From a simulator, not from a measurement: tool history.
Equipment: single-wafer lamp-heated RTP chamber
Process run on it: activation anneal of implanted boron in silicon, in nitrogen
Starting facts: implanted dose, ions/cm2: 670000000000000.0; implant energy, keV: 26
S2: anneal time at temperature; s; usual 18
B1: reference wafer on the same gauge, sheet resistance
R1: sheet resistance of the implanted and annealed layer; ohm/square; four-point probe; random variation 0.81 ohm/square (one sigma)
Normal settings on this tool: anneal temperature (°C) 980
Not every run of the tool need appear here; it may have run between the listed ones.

Run 1, hour 0.0: usual settings but S2 26 s; B1 199.91. Result: R1 174.83 ohm/square.
Run 2, hour 12.6: usual settings; B1 199.61. Result: R1 176.34 ohm/square.
At hour 21.0: pyrometer window cleaned and pyrometer calibrated.
Run 3, hour 29.0: usual settings but anneal temperature (°C) 1003; B1 200.25. Result: R1 166.54 ohm/square.
Run 4, hour 45.8: usual settings but anneal temperature (°C) 992, S2 26 s; B1 199.89. Result: R1 169.52 ohm/square.
Run 5, hour 91.2: usual settings but anneal temperature (°C) 999, S2 21 s; B1 200.26. Result: R1 166.71 ohm/square.
At hour 93.6: gauge calibrated.
Run 6, hour 98.8: usual settings but anneal temperature (°C) 999, S2 21 s; B1 199.88. Result: R1 167.15 ohm/square.
Run 7, hour 108.8: usual settings; B1 199.56. Result: R1 174.71 ohm/square.
Run 8, hour 119.0: usual settings; B1 199.87. Result: R1 174.28 ohm/square.
Run 9, hour 127.0: usual settings; B1 200.13. Result: R1 174.74 ohm/square.
At hour 147.9: reflector plate cleaned.
Run 10, hour 148.4: usual settings but anneal temperature (°C) 962; B1 200.01. Result: R1 202.94 ohm/square.
Run 11, hour 158.3: usual settings but anneal temperature (°C) 966, S2 29 s; B1 200.42. Result: R1 190.93 ohm/square.
Run 12, hour 170.4: usual settings but anneal temperature (°C) 1010, S2 23 s; B1 200.12. Result: R1 165.51 ohm/square.
Run 13, hour 181.8: usual settings but anneal temperature (°C) 954, S2 26 s; B1 200.02. Result: R1 206.32 ohm/square.
Run 14, hour 195.8: usual settings; B1 199.70. Result: R1 178.52 ohm/square.
At hour 209.4: pyrometer window cleaned and pyrometer calibrated.
Run 15, hour 209.9: usual settings but anneal temperature (°C) 988, S2 12 s; B1 200.09. Result: R1 175.11 ohm/square.
Run 16, hour 223.0: usual settings; B1 199.86. Result: R1 179.38 ohm/square.
Run 17, hour 231.2: usual settings but anneal temperature (°C) 952, S2 24 s; B1 199.64. Result: R1 208.51 ohm/square.
Run 18, hour 237.6: usual settings but anneal temperature (°C) 990, S2 24 s; B1 200.35. Result: R1 170.32 ohm/square.
Run 19, hour 255.5: usual settings but anneal temperature (°C) 1000, S2 8 s; B1 200.19. Result: R1 170.01 ohm/square.
Run 20, hour 266.1: usual settings but anneal temperature (°C) 1008, S2 11 s; B1 199.76. Result: R1 167.86 ohm/square.

Each row is a separate what-if for the run after 20, all from the same tool condition, not one after another. Results?
Run A, hour 266.5: usual settings but S2 27 s; B1 ?. Result: R1 ?.
Run B, hour 266.5: usual settings but anneal temperature (°C) 1005, S2 15 s; B1 ?. Result: R1 ?.
Run C, hour 266.5: usual settings but anneal temperature (°C) 1008; B1 ?. Result: R1 ?.
Run D, hour 266.5: usual settings but anneal temperature (°C) 966, S2 27 s; B1 ?. Result: R1 ?.
Run E, hour 266.5: usual settings but anneal temperature (°C) 1003, S2 11 s; B1 ?. Result: R1 ?.

run      B1      R1
  A  200.45  175.39
  B  200.45  168.03
  C  200.45  167.03
  D  200.45  186.07
  E  200.45  169.31
Take away the tool's hidden state, keep each run's random variation, and the runs would have read:
run      R1
  A  178.90
  B  169.43
  C  168.16
  D  192.11
  E  171.04
